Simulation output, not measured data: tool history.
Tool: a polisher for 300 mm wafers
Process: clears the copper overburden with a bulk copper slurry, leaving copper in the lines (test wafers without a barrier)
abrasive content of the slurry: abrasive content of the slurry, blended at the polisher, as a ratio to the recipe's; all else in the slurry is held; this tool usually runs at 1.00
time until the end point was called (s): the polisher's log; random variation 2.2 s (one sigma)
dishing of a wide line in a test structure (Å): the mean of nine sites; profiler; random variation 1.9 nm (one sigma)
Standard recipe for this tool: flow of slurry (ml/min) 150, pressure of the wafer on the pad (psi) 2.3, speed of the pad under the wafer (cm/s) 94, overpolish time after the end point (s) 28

run,hour,flow of slurry (ml/min),pressure of the wafer on the pad (psi),speed of the pad under the wafer (cm/s),abrasive content of the slurry,overpolish time after the end point (s),"incoming thickness of the incoming film, nm",time until the end point was called (s),dishing of a wide line in a test structure (Å)
1,0.0,150,2.3,94,0.85,28,928.4,180.8,778
2,13.7,150,2.3,94,1.00,28,927.7,171.7,838
3,21.2,150,2.3,94,1.00,28,934.3,178.1,790
# hour 25.1: slurry blender recalibrated
4,37.4,150,2.3,94,1.00,28,924.8,179.4,821
5,49.2,150,2.3,94,1.15,28,926.8,177.7,842
6,61.0,150,2.0,114,0.80,37,927.8,184.5,930
7,76.9,190,1.7,112,1.00,28,938.8,209.7,702
8,90.8,150,2.3,94,1.00,28,929.8,187.2,769
9,98.3,120,2.3,64,1.00,22,938.7,276.5,489
10,115.1,190,1.7,94,0.75,42,920.9,252.1,798
11,139.2,150,2.3,94,1.00,28,926.0,186.8,747
12,152.4,150,2.9,94,1.25,28,928.1,142.5,984
13,163.6,150,2.3,94,1.30,14,921.6,176.9,461
# hour 169.7: worn pad replaced by a new one
14,181.5,150,2.0,94,1.20,28,921.0,208.9,731
15,192.1,105,2.3,112,1.00,16,911.0,179.2,567
# hour 205.0: head pressure recalibrated
16,205.5,150,2.3,94,1.00,28,931.4,193.6,754
17,212.2,150,2.3,94,0.90,28,916.2,195.4,747
18,226.0,150,2.3,94,1.00,28,920.8,188.9,754
19,237.7,180,2.3,94,1.00,28,925.0,185.2,798
20,243.9,150,2.3,112,1.00,28,917.4,164.7,837
21,258.4,150,2.3,94,1.00,28,946.8,196.0,779
22,272.5,150,1.5,94,1.00,28,926.0,291.4,540
23,288.8,150,2.3,94,1.00,28,920.1,189.6,771
24,297.9,195,2.0,106,1.00,23,923.2,185.4,674

For run 25, what comes out?
# hour 299.5: slurry nozzle cleaned
25,313.0,175,2.0,94,1.15,34,927.7,?,?

Run 25 came out at time until the end point was called (s) 196.2, dishing of a wide line in a test structure (Å) 831.
Were there no unlogged condition in the tool, this run, its random variation unchanged, would have produced time until the end point was called (s) 193.7, dishing of a wide line in a test structure (Å) 837.
